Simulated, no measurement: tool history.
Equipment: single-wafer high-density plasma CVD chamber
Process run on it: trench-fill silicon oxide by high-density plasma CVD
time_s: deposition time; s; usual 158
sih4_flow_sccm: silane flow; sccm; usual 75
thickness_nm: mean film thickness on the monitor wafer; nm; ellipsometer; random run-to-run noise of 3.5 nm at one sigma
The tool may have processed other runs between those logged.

| run | hour | time_s | sih4_flow_sccm | read-back reference wafer on the same gauge, thickness_nm | thickness_nm |
|---|---|---|---|---|---|
| 1 | 0 | 158 | 68 | 1078.801 | 1101.548 |
| 2 | 13.9 | 158 | 68 | 1079.781 | 1103.199 |
| 3 | 29.8 | 158 | 68 | 1081.197 | 1103.441 |
| 4 | 44.9 | 158 | 67 | 1080.356 | 1089.841 |
| 5 | 52.4 | 158 | 75 | 1079.054 | 1209.029 |
| 6 | 64.9 | 158 | 75 | 1080.577 | 1204.422 |
| 7 | 110.8 | 158 | 75 | 1080.692 | 1199.366 |
| 8 | 125.5 | 158 | 75 | 1080.331 | 1206.53 |
| 9 | 139.3 | 158 | 75 | 1080.268 | 1201.899 |
| 10 | 149.7 | 158 | 75 | 1079.511 | 1200.136 |
| 11 | 158.4 | 158 | 75 | 1079.661 | 1208.888 |
| 12 | 173.8 | 158 | 75 | 1081.178 | 1204.183 |
| 13 | 185.9 | 158 | 81 | 1079.739 | 1289.193 |
| 14 | 197.4 | 158 | 81 | 1079.803 | 1292.014 |
| 15 | 214.7 | 158 | 75 | 1081.213 | 1208.779 |
| 16 | 225.1 | 158 | 75 | 1079.274 | 1198.912 |
| 17 | 265.7 | 177 | 75 | 1079.604 | 1349.688 |
| 18 | 275.9 | 177 | 75 | 1080.432 | 1348.469 |
| 19 | 291 | 177 | 75 | 1078.855 | 1349.442 |
| 20 | 297.9 | 158 | 71 | 1080.862 | 1143.443 |
| 21 | 333.5 | 158 | 75 | 1079.847 | 1206.732 |
| 22 | 350.9 | 169 | 84 | 1078.531 | 1424.851 |
| 23 | 392.7 | 158 | 81 | 1078.878 | 1302.851 |
| 24 | 400.3 | 142 | 82 | 1079.634 | 1178.447 |
| 25 | 425 | 141 | 81 | 1080.502 | 1153.8 |
| 26 | 439.5 | 178 | 86 | 1081.088 | 1544.476 |
| 27 | 456.8 | 158 | 75 | 1079.66 | 1206.803 |
| 28 | 470.3 | 131 | 63 | 1079.34 | 853.309 |
|  | 483.9 | silane flow controller replaced |
| 29 | 484.4 | 158 | 66 | 1080.081 | 1076.916 |
| 30 | 489.5 | 131 | 84 | 1079.708 | 1106.587 |
| 31 | 495.6 | 158 | 75 | 1078.658 | 1206.201 |
|  | 504.6 | gauge calibrated |
| 32 | 508.5 | 158 | 75 | 1079.1 | 1201.286 |
| 33 | 522.8 | 132 | 80 | 1080.032 | 1066.985 |
| 34 | 534.1 | 184 | 88 | 1079.509 | 1627.785 |
| 35 | 551.8 | 127 | 82 | 1079.831 | 1048.534 |
| 36 | 563.7 | 158 | 75 | 1080.454 | 1202.766 |
| 37 | 581 | 158 | 75 | 1081.116 | 1205.988 |
| 38 | 588.5 | 145 | 80 | 1078.739 | 1171.955 |
| 39 | 606.1 | 158 | 75 | 1078.3 | 1208.335 |
| 40 | 617.1 | 158 | 75 | 1079.228 | 1199.92 |
| 41 | 628.5 | 158 | 85 | 1081.02 | 1353.896 |
| 42 | 636.8 | 158 | 75 | 1081.602 | 1203.498 |
| 43 | 646.4 | 185 | 69 | 1081.209 | 1314.933 |

Alternative continuations, all from the tool just after run 43; predict every row:
| A | 646.8 | 132 | 75 | ? | ? |
| B | 646.8 | 134 | 88 | ? | ? |
| C | 646.8 | 185 | 75 | ? | ? |

| run | read-back reference wafer on the same gauge, thickness_nm | thickness_nm |
|---|---|---|
| A | 1079.344 | 1012.052 |
| B | 1079.344 | 1188.843 |
| C | 1079.344 | 1418.407 |
Stripped of hidden state, with their random variation kept, the same runs would have yielded:
| run | thickness_nm |
|---|---|
| A | 1012.052 |
| B | 1188.843 |
| C | 1418.407 |

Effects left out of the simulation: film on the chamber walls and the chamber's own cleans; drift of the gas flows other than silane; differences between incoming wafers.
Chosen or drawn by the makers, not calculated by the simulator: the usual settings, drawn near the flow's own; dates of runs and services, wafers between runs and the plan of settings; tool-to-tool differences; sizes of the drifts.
